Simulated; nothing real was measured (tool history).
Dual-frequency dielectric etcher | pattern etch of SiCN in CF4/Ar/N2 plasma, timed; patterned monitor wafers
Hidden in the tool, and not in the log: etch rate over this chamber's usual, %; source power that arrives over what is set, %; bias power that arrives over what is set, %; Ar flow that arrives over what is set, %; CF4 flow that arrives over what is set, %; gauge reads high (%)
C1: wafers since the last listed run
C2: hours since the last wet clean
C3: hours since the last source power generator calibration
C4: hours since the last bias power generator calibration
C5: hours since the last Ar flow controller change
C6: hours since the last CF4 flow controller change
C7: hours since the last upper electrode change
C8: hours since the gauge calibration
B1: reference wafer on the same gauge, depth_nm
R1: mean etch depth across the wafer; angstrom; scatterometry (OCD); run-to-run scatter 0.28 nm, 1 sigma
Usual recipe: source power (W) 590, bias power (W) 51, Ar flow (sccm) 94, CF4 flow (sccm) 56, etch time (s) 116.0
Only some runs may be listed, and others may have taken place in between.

Run 1, hour 0.0: usual settings but etch time (s) 129.5; C1 0; C2 65.8; C3 747.0; C4 262.3; C5 800.1; C6 127.5; C7 267.3; C8 1063.1; B1 101.4. Result: R1 1342 angstrom.
Run 2, hour 57.5: usual settings; C1 535; C2 123.3; C3 804.5; C4 319.8; C5 857.6; C6 185.0; C7 324.8; C8 1120.6; B1 101.4. Result: R1 1200 angstrom.
Run 3, hour 116.8: usual settings but CF4 flow (sccm) 62; C1 552; C2 182.6; C3 863.8; C4 379.1; C5 916.9; C6 244.3; C7 384.1; C8 1179.9; B1 101.5. Result: R1 1218 angstrom.
Run 4, hour 203.9: usual settings but Ar flow (sccm) 72, CF4 flow (sccm) 43; C1 810; C2 269.7; C3 950.9; C4 466.2; C5 1004.0; C6 331.4; C7 471.2; C8 1267.0; B1 101.4. Result: R1 1214 angstrom.
Run 5, hour 246.5: usual settings; C1 396; C2 312.3; C3 993.5; C4 508.8; C5 1046.6; C6 374.0; C7 513.8; C8 1309.6; B1 101.3. Result: R1 1202 angstrom.
Run 6, hour 354.4: usual settings but etch time (s) 85.5; C1 1004; C2 420.2; C3 1101.4; C4 616.7; C5 1154.5; C6 481.9; C7 621.7; C8 1417.5; B1 101.3. Result: R1 885 angstrom.
Run 7, hour 441.4: usual settings but Ar flow (sccm) 118; C1 810; C2 507.2; C3 1188.4; C4 703.7; C5 1241.5; C6 568.9; C7 708.7; C8 1504.5; B1 101.2. Result: R1 1152 angstrom.
Run 8, hour 489.4: usual settings but bias power (W) 58, etch time (s) 97.5; C1 446; C2 555.2; C3 1236.4; C4 751.7; C5 1289.5; C6 616.9; C7 756.7; C8 1552.5; B1 101.2. Result: R1 1066 angstrom.
Run 9, hour 525.5: usual settings; C1 336; C2 591.3; C3 1272.5; C4 787.8; C5 1325.6; C6 653.0; C7 792.8; C8 1588.6; B1 101.2. Result: R1 1200 angstrom.
Run 10, hour 591.7: usual settings but bias power (W) 43, etch time (s) 105.0; C1 616; C2 657.5; C3 1338.7; C4 854.0; C5 1391.8; C6 719.2; C7 859.0; C8 1654.8; B1 101.2. Result: R1 1008 angstrom.
Run 11, hour 665.0: usual settings but bias power (W) 59; C1 682; C2 730.8; C3 1412.0; C4 927.3; C5 1465.1; C6 792.5; C7 932.3; C8 1728.1; B1 101.1. Result: R1 1271 angstrom.
At hour 701.5: wet clean of the chamber.
Run 12, hour 748.7: usual settings; C1 555; C2 47.2; C3 1495.7; C4 1011.0; C5 1548.8; C6 876.2; C7 1016.0; C8 1811.8; B1 101.0. Result: R1 1200 angstrom.
Run 13, hour 814.2: usual settings but source power (W) 720, bias power (W) 41, Ar flow (sccm) 72, etch time (s) 88.0; C1 609; C2 112.7; C3 1561.2; C4 1076.5; C5 1614.3; C6 941.7; C7 1081.5; C8 1877.3; B1 101.0. Result: R1 1073 angstrom.
Run 14, hour 859.9: usual settings but source power (W) 690, CF4 flow (sccm) 45; C1 425; C2 158.4; C3 1606.9; C4 1122.2; C5 1660.0; C6 987.4; C7 1127.2; C8 1923.0; B1 101.0. Result: R1 1376 angstrom.
At hour 886.6: gauge calibrated.
Run 15, hour 955.7: usual settings but etch time (s) 92.0; C1 891; C2 254.2; C3 1702.7; C4 1218.0; C5 1755.8; C6 1083.2; C7 1223.0; C8 69.1; B1 102.1. Result: R1 956 angstrom.
Run 16, hour 1039.0: usual settings but source power (W) 490, CF4 flow (sccm) 51, etch time (s) 143.0; C1 775; C2 337.5; C3 1786.0; C4 1301.3; C5 1839.1; C6 1166.5; C7 1306.3; C8 152.4; B1 102.0. Result: R1 1205 angstrom.
Run 17, hour 1089.6: usual settings but source power (W) 460; C1 471; C2 388.1; C3 1836.6; C4 1351.9; C5 1889.7; C6 1217.1; C7 1356.9; C8 203.0; B1 101.9. Result: R1 920 angstrom.
Run 18, hour 1187.9: usual settings; C1 915; C2 486.4; C3 1934.9; C4 1450.2; C5 1988.0; C6 1315.4; C7 1455.2; C8 301.3; B1 102.0. Result: R1 1208 angstrom.

Run 19 comes next. What will it give?
Run 19, hour 1280.7: usual settings but Ar flow (sccm) 109; C1 864; C2 579.2; C3 2027.7; C4 1543.0; C5 2080.8; C6 1408.2; C7 1548.0; C8 394.1; B1 ?. Result: R1 ?.

B1: 101.9
R1: 1177 angstrom
Take away the tool's hidden state, keep the run-to-run variation as it was, and the same run would have given R1 1178 angstrom.
